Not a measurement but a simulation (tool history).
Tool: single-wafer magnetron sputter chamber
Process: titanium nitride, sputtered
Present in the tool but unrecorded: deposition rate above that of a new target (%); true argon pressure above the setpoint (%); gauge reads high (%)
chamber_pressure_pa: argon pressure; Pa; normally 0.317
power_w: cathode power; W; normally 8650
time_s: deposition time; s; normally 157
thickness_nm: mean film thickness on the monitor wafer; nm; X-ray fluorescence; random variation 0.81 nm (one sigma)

run    hour  chamber_pressure_pa  power_w  time_s  wafers since the last listed run  wafers on the sputter target  hours since the last manometer calibration  hours since the magnet pack was replaced  hours since the gauge calibration  read-back reference wafer on the same gauge, thickness_nm  thickness_nm
  1     0.0                0.317     8650     134                                 0                           959                                       750.8                                    4586.6                              943.7                                                    319.019       254.613
  2    76.5                0.317     8650     134                               658                          1617                                       827.3                                    4663.1                             1020.2                                                    319.100       252.806
  3   178.2                0.317     8650     134                               875                          2493                                       929.0                                    4764.8                             1121.9                                                    318.834       253.468
  4   227.2                0.317     8650     145                               421                          2914                                       978.0                                    4813.8                             1170.9                                                    319.182       272.517
  5   331.2                0.317     8650     157                               895                          3809                                      1082.0                                    4917.8                             1274.9                                                    318.786       297.233
  6   390.0                0.317     8650     157                               506                          4315                                      1140.8                                    4976.6                             1333.7                                                    318.846       297.391
  7   435.1                0.317     8650     157                               388                          4704                                      1185.9                                    5021.7                             1378.8                                                    318.951       298.040
      451.8  -- capacitance manometer re-zeroed and calibrated
      471.4  -- gauge calibrated
      506.6  -- sputter target and shields replaced
  8   524.9                0.317     8650     157                               635                           157                                        73.1                                    5111.5                               53.5                                                    319.209       296.111
  9   593.2                0.317     8650     157                               587                           744                                       141.4                                    5179.8                              121.8                                                    318.906       295.472
 10   673.1                0.369     8650     157                               687                          1432                                       221.3                                    5259.7                              201.7                                                    318.851       293.170
 11   720.8                0.317     8650     157                               410                          1843                                       269.0                                    5307.4                              249.4                                                    318.898       295.985
 12   758.1                0.317    10750     157                               321                          2164                                       306.3                                    5344.7                              286.7                                                    318.547       355.196
      827.3  -- magnet pack replaced
 13   851.9                0.317     8650     157                               738                          2902                                       400.1                                      24.6                              380.5                                                    319.048       295.199
 14   934.9                0.237     9500     175                               714                          3616                                       483.1                                     107.6                              463.5                                                    318.757       361.711
 15   974.0                0.317     8650     129                               336                          3953                                       522.2                                     146.7                              502.6                                                    318.528       243.786
 16  1072.4                0.317     8650     133                               846                          4800                                       620.6                                     245.1                              601.0                                                    318.922       251.332
     1118.8  -- sputter target and shields replaced
 17  1149.3                0.317     8650     157                               592                           262                                       697.5                                     322.0                              677.9                                                    318.896       296.661
 18  1342.1                0.317     8650     157                              1659                          1921                                       890.3                                     514.8                              870.7                                                    318.661       297.758
 19  1416.3                0.413     9800     157                               638                          2560                                       964.5                                     589.0                              944.9                                                    318.912       324.555

Each row is a separate what-if for the run after 19, all from the same tool condition, not one after another. Results?
  A  1416.7                0.317     6500     157                                 3                          2563                                       964.9                                     589.4                              945.3                                                          ?             ?
  B  1416.7                0.198     7300     157                                 3                          2563                                       964.9                                     589.4                              945.3                                                          ?             ?
  C  1416.7                0.426     8650     141                                 3                          2563                                       964.9                                     589.4                              945.3                                                          ?             ?
  D  1416.7                0.439     8650     171                                 3                          2563                                       964.9                                     589.4                              945.3                                                          ?             ?
  E  1416.7                0.393     8650     182                                 3                          2563                                       964.9                                     589.4                              945.3                                                          ?             ?

run  read-back reference wafer on the same gauge, thickness_nm  thickness_nm
  A                                                    319.060       234.716
  B                                                    319.060       263.106
  C                                                    319.060       260.697
  D                                                    319.060       315.433
  E                                                    319.060       338.492
Without the tool's hidden state the same runs would have given:
run  thickness_nm
  A       232.747
  B       261.312
  C       258.142
  D       312.288
  E       335.318
